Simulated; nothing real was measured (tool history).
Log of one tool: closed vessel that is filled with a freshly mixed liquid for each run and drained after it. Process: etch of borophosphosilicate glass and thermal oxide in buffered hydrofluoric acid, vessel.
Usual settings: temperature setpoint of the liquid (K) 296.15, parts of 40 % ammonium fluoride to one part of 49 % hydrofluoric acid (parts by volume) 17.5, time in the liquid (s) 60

| run | hour | temperature setpoint of the liquid (K) | parts of 40 % ammonium fluoride to one part of 49 % hydrofluoric acid (parts by volume) | time in the liquid (s) | wafers since the last listed run | hours since the thermometer was replaced | hours since the hydrofluoric acid flow meter was replaced | hours since the gauge calibration | read-back film thickness of the borophosphosilicate glass reference wafer, read on the same gauge (nm) | read-back film thickness of the thermal oxide reference wafer, read on the same gauge (nm) | thickness taken off the borophosphosilicate glass on a monitor wafer (nm) | thickness taken off the thermal oxide on a monitor wafer (nm) |
|---|---|---|---|---|---|---|---|---|---|---|---|---|
| 1 | 0 | 294.65 | 17.5 | 60 | 0 | 1828.8 | 1808.3 | 138.1 | 119.99 | 89.98 | 57.56 | 33.97 |
| 2 | 6.7 | 296.15 | 17.5 | 60 | 479 | 1835.5 | 1815 | 144.8 | 119.99 | 90.03 | 62.04 | 36.28 |
| 3 | 15.7 | 296.15 | 17.5 | 60 | 643 | 1844.5 | 1824 | 153.8 | 119.98 | 90.04 | 62.39 | 36.72 |
| 4 | 52.1 | 296.15 | 17.5 | 70 | 2602 | 1880.9 | 1860.4 | 190.2 | 120.02 | 90.01 | 71.84 | 42.26 |
| 5 | 67.9 | 296.15 | 17.5 | 60 | 1129 | 1896.7 | 1876.2 | 206 | 119.96 | 89.99 | 61.49 | 36.99 |
| 6 | 85.8 | 296.15 | 17.5 | 60 | 1280 | 1914.6 | 1894.1 | 223.9 | 120 | 90 | 61.99 | 36.22 |
| 7 | 93.7 | 296.15 | 17.5 | 60 | 564 | 1922.5 | 1902 | 231.8 | 119.99 | 90.01 | 61.52 | 36.39 |
| 8 | 101.2 | 296.15 | 17.5 | 60 | 536 | 1930 | 1909.5 | 239.3 | 120 | 90.01 | 61.81 | 36.22 |
|  | 103.2 | gauge calibrated |
|  | 114.7 | thermometer replaced |
| 9 | 116.5 | 296.15 | 17.5 | 85 | 1022 | 1.8 | 1924.8 | 13.3 | 120.01 | 89.99 | 102.85 | 60.9 |
| 10 | 127.5 | 296.15 | 17.5 | 85 | 786 | 12.8 | 1935.8 | 24.3 | 120.02 | 90.03 | 102.74 | 59.5 |
| 11 | 138.3 | 296.15 | 17.5 | 85 | 772 | 23.6 | 1946.6 | 35.1 | 120 | 90.01 | 103.64 | 59.85 |
| 12 | 184.5 | 296.15 | 17.5 | 60 | 3303 | 69.8 | 1992.8 | 81.3 | 119.99 | 90 | 72.65 | 42.6 |
| 13 | 201.3 | 300.15 | 12 | 70 | 1201 | 86.6 | 2009.6 | 98.1 | 120.02 | 90 | 152.96 | 88.04 |
| 14 | 216 | 296.15 | 23.5 | 45 | 1051 | 101.3 | 2024.3 | 112.8 | 119.99 | 90.01 | 41.09 | 24.34 |
| 15 | 231.7 | 292.15 | 22 | 75 | 1122 | 117 | 2040 | 128.5 | 119.97 | 89.98 | 58.41 | 34.01 |
| 16 | 242.9 | 296.15 | 17.5 | 60 | 800 | 128.2 | 2051.2 | 139.7 | 120 | 89.99 | 72.24 | 41.84 |
| 17 | 253.4 | 294.65 | 17.5 | 60 | 750 | 138.7 | 2061.7 | 150.2 | 119.98 | 90.02 | 66.52 | 38.79 |
| 18 | 262.8 | 293.15 | 13.5 | 85 | 672 | 148.1 | 2071.1 | 159.6 | 119.98 | 90.03 | 111.89 | 65.66 |
|  | 269.1 | hydrofluoric acid flow meter replaced |
| 19 | 278.7 | 296.15 | 14 | 80 | 1065 | 164 | 9.6 | 175.5 | 120.03 | 90.04 | 107.07 | 62.68 |
| 20 | 286.5 | 296.15 | 22.5 | 50 | 557 | 171.8 | 17.4 | 183.3 | 120 | 89.97 | 43.25 | 25.16 |
| 21 | 297.9 | 294.65 | 17.5 | 30 | 815 | 183.2 | 28.8 | 194.7 | 119.96 | 90.01 | 29.44 | 17.04 |
| 22 | 309.1 | 292.65 | 17.5 | 35 | 800 | 194.4 | 40 | 205.9 | 120 | 89.97 | 31.03 | 18.22 |
|  | 315.9 | gauge calibrated |
| 23 | 323.6 | 296.15 | 17.5 | 60 | 1036 | 208.9 | 54.5 | 7.7 | 120.04 | 89.99 | 64.05 | 37.48 |
| 24 | 339.2 | 293.65 | 15.5 | 30 | 1115 | 224.5 | 70.1 | 23.3 | 120.03 | 90.01 | 31.45 | 18.66 |
| 25 | 350.9 | 296.15 | 17.5 | 60 | 836 | 236.2 | 81.8 | 35 | 120.03 | 89.97 | 64.36 | 37.1 |

Forecast each of these 4 alternatives for the next run:
| A | 351.6 | 294.15 | 17.5 | 60 | 50 | 236.9 | 82.5 | 35.7 | ? | ? | ? | ? |
| B | 351.6 | 291.65 | 17.5 | 30 | 50 | 236.9 | 82.5 | 35.7 | ? | ? | ? | ? |
| C | 351.6 | 293.65 | 17.5 | 30 | 50 | 236.9 | 82.5 | 35.7 | ? | ? | ? | ? |
| D | 351.6 | 296.15 | 23.5 | 60 | 50 | 236.9 | 82.5 | 35.7 | ? | ? | ? | ? |

| run | read-back film thickness of the borophosphosilicate glass reference wafer, read on the same gauge (nm) | read-back film thickness of the thermal oxide reference wafer, read on the same gauge (nm) | thickness taken off the borophosphosilicate glass on a monitor wafer (nm) | thickness taken off the thermal oxide on a monitor wafer (nm) |
|---|---|---|---|---|
| A | 120.03 | 90.02 | 57.91 | 34.57 |
| B | 120.03 | 90.02 | 25.19 | 15.01 |
| C | 120.03 | 90.02 | 28.16 | 16.81 |
| D | 120.03 | 90.02 | 50.53 | 30.23 |
Without the tool's hidden state the same runs would have given:
| run | thickness taken off the borophosphosilicate glass on a monitor wafer (nm) | thickness taken off the thermal oxide on a monitor wafer (nm) |
|---|---|---|
| A | 59.02 | 35.25 |
| B | 25.68 | 15.31 |
| C | 28.71 | 17.14 |
| D | 51.62 | 30.89 |

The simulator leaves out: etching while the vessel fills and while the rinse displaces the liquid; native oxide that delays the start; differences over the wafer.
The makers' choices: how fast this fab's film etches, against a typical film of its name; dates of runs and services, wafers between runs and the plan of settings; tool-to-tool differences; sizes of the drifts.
